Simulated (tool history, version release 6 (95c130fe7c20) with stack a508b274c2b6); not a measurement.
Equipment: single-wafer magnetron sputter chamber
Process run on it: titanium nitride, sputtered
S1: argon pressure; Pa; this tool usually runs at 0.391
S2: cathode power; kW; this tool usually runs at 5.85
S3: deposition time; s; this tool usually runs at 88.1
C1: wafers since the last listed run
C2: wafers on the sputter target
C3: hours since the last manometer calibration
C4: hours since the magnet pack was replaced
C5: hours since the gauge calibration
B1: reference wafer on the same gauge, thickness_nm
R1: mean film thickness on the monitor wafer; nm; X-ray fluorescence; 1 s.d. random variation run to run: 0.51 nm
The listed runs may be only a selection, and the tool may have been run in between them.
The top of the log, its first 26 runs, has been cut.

At hour 639.9: magnet pack replaced.
Run 27, hour 658: usual settings but S1 0.256 Pa, S2 5.15 kW; C1 193; C2 3811; C3 328.4; C4 18.1; C5 1121.9; B1 74.202. Result: R1 74.883 nm.
At hour 669.1: gauge calibrated.
At hour 670: sputter target and shields replaced.
Run 28, hour 690.8: usual settings but S2 6.75 kW; C1 246; C2 207; C3 361.2; C4 50.9; C5 21.7; B1 74.117. Result: R1 100.348 nm.
Run 29, hour 707.3: usual settings; C1 164; C2 371; C3 377.7; C4 67.4; C5 38.2; B1 74.173. Result: R1 87.419 nm.
Run 30, hour 735.8: usual settings but S1 0.467 Pa, S3 95.3 s; C1 283; C2 654; C3 406.2; C4 95.9; C5 66.7; B1 74.253. Result: R1 92.718 nm.
Run 31, hour 766.9: usual settings; C1 309; C2 964; C3 437.3; C4 127; C5 97.8; B1 74.189. Result: R1 87.159 nm.
Run 32, hour 798.4: usual settings but S1 0.501 Pa, S2 4.75 kW, S3 96.9 s; C1 313; C2 1278; C3 468.8; C4 158.5; C5 129.3; B1 74.186. Result: R1 75.286 nm.
Run 33, hour 832.2: usual settings but S2 7.2 kW; C1 336; C2 1614; C3 502.6; C4 192.3; C5 163.1; B1 74.237. Result: R1 105.877 nm.
Run 34, hour 859: usual settings but S1 0.26 Pa, S2 4.55 kW, S3 92.8 s; C1 266; C2 1881; C3 529.4; C4 219.1; C5 189.9; B1 74.127. Result: R1 72.281 nm.

Each row is a separate what-if for the run after 34, all from the same tool condition, not one after another. Results?
Run A, hour 859.4: usual settings; C1 3; C2 1885; C3 529.8; C4 219.5; C5 190.3; B1 ?. Result: R1 ?.
Run B, hour 859.4: usual settings but S2 7.25 kW; C1 3; C2 1885; C3 529.8; C4 219.5; C5 190.3; B1 ?. Result: R1 ?.
Run C, hour 859.4: usual settings but S1 0.266 Pa, S3 93.2 s; C1 3; C2 1885; C3 529.8; C4 219.5; C5 190.3; B1 ?. Result: R1 ?.
Run D, hour 859.4: usual settings but S1 0.46 Pa, S3 104.2 s; C1 3; C2 1885; C3 529.8; C4 219.5; C5 190.3; B1 ?. Result: R1 ?.
Run E, hour 859.4: usual settings but S2 4.85 kW; C1 3; C2 1885; C3 529.8; C4 219.5; C5 190.3; B1 ?. Result: R1 ?.

run      B1       R1
  A  74.199   84.703
  B  74.199  104.974
  C  74.199   92.266
  D  74.199   98.591
  E  74.199   70.224
Without the tool's unlogged condition, the same runs would have read:
run       R1
  A   87.639
  B  108.612
  C   95.464
  D  102.008
  E   72.658

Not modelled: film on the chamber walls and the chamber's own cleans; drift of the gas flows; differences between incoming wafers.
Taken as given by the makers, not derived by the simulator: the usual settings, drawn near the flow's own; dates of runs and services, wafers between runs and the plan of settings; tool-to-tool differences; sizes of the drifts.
